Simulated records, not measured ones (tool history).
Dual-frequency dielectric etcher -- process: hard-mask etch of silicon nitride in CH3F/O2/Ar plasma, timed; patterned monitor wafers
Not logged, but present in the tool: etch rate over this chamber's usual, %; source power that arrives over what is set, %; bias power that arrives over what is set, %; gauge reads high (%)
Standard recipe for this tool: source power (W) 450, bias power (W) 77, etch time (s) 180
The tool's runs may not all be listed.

run	hour	source power (W)	bias power (W)	etch time (s)	wafers since the last listed run	hours since the last wet clean	hours since the last source power generator calibration	hours since the last bias power generator calibration	hours since the last upper electrode change	hours since the gauge calibration	read-back reference wafer on the same gauge, depth_nm	mean etch depth across the wafer (angstrom)
1	0	450	77	137	0	380.4	3362.9	2731.5	3991.4	82	150.1	1063
2	11.3	450	77	180	87	391.7	3374.2	2742.8	4002.7	93.3	150	1396
3	26.3	450	77	180	115	406.7	3389.2	2757.8	4017.7	108.3	150	1394
4	37.4	450	77	180	85	417.8	3400.3	2768.9	4028.8	119.4	150	1396
5	62.6	400	77	180	194	443	3425.5	2794.1	4054	144.6	150	1356
6	77	400	77	180	110	457.4	3439.9	2808.5	4068.4	159	149.9	1354
7	93	450	77	163.5	123	473.4	3455.9	2824.5	4084.4	175	150	1274
8	109.7	420	77	199.5	128	490.1	3472.6	2841.2	4101.1	191.7	150	1526
9	115.9	450	77	180	47	496.3	3478.8	2847.4	4107.3	197.9	150	1403
# hour 126.1: source power generator calibrated
10	126.6	450	77	180	51	507	0.5	2858.1	4118	208.6	149.9	1402
# hour 131.9: bias power generator calibrated
11	139.6	450	72	180	69	520	13.5	7.7	4131	221.6	150.1	1370
# hour 142.9: gauge calibrated
12	156.2	450	77	180	127	536.6	30.1	24.3	4147.6	13.3	150	1407
13	164.4	450	77	130	63	544.8	38.3	32.5	4155.8	21.5	150	1015
14	175	420	77	199.5	81	555.4	48.9	43.1	4166.4	32.1	150	1527
15	187.7	450	77	180	97	568.1	61.6	55.8	4179.1	44.8	150	1407
16	200	450	77	163.5	94	580.4	73.9	68.1	4191.4	57.1	150.1	1278
# hour 230.5: upper electrode replaced
# hour 231.8: wet clean of the chamber
17	232.3	480	59	222	53	0.5	106.2	100.4	1.8	89.4	150	1574
18	232.7	450	77	155	3	0.9	106.6	100.8	2.2	89.8	150	1184
19	233.1	450	77	180	3	1.3	107	101.2	2.6	90.2	150	1371
20	246.2	560	69	159.5	100	14.4	120.1	114.3	15.7	103.3	150	1255
21	260.3	540	60	180	108	28.5	134.2	128.4	29.8	117.4	150	1337
22	270.8	450	77	180	80	39	144.7	138.9	40.3	127.9	150	1378
23	287.1	450	83	147.5	125	55.3	161	155.2	56.6	144.2	150.1	1159
24	294.9	450	94	231	60	63.1	168.8	163	64.4	152	150	1906
25	306.6	400	77	156.5	90	74.8	180.5	174.7	76.1	163.7	150	1157

List, for all runs, the conditions of the tool that the log does not record:
source power that arrives over what is set, %: 0 on each run
bias power that arrives over what is set, %: 0 on each run
gauge reads high (%): 0 on each run
H1: etch rate over this chamber's usual, %
run	H1
1	1.63
2	1.67
3	1.73
4	1.77
5	1.87
6	1.93
7	1.99
8	2.06
9	2.09
10	2.13
11	2.18
12	2.25
13	2.28
14	2.32
15	2.37
16	2.42
17	0.138
18	0.139
19	0.141
20	0.193
21	0.249
22	0.29
23	0.355
24	0.386
25	0.432

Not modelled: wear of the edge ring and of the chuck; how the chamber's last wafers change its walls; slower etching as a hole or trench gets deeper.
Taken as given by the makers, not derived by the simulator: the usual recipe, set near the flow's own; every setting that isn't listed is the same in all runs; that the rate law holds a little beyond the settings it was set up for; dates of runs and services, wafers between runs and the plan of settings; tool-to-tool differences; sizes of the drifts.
